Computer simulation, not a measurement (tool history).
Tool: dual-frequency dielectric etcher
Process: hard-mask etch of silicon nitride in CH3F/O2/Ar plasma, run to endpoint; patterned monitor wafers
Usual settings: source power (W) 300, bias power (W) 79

run	hour	source power (W)	bias power (W)	wafers since the last listed run	hours since the last wet clean	hours since the last source power generator calibration	hours since the last bias power generator calibration	hours since the last upper electrode change	incoming incoming film thickness, nm	endpoint time (s)
1	0.0	300	68	0	369.7	3451.6	1874.7	5539.3	42.97	69.1
# hour 61.1: wet clean of the chamber
2	100.0	300	68	1053	38.9	3551.6	1974.7	5639.3	42.36	70.5
3	179.0	300	68	1095	117.9	3630.6	2053.7	5718.3	42.49	69.6
4	346.7	270	67	2325	285.6	3798.3	2221.4	5886.0	42.79	73.9
5	435.9	270	67	1236	374.8	3887.5	2310.6	5975.2	42.79	72.7
# hour 479.8: wet clean of the chamber
6	501.8	260	73	580	22.0	3953.4	2376.5	6041.1	42.41	74.7
7	594.6	260	73	1286	114.8	4046.2	2469.3	6133.9	42.53	73.8
# hour 679.4: bias power generator calibrated
8	698.0	250	61	1378	218.2	4149.6	18.6	6237.3	42.94	80.8
# hour 737.1: source power generator calibrated
9	777.8	330	60	1050	298.0	40.7	98.4	6317.1	42.87	68.5
10	854.4	330	74	1062	374.6	117.3	175.0	6393.7	42.31	62.6
11	929.1	300	79	1035	449.3	192.0	249.7	6468.4	42.48	64.2
# hour 959.4: wet clean of the chamber
# hour 969.9: upper electrode replaced
12	1022.6	230	79	818	63.2	285.5	343.2	52.7	42.82	78.7
13	1119.1	300	79	1337	159.7	382.0	439.7	149.2	42.66	66.7
14	1160.9	270	69	579	201.5	423.8	481.5	191.0	42.59	73.5
15	1244.1	300	79	1153	284.7	507.0	564.7	274.2	42.72	65.9

4 ways to go on from here, each from the tool as it stands after run 15. What would each give?
A	1244.5	300	98	5	285.1	507.4	565.1	274.6	42.44	?
B	1244.5	270	71	5	285.1	507.4	565.1	274.6	42.44	?
C	1244.5	220	64	5	285.1	507.4	565.1	274.6	42.44	?
D	1244.5	300	73	5	285.1	507.4	565.1	274.6	42.44	?

run	endpoint time (s)
A	60.9
B	71.7
C	83.7
D	67.0
Without the tool's hidden state the same runs would have given:
run	endpoint time (s)
A	62.9
B	74.0
C	86.4
D	69.2
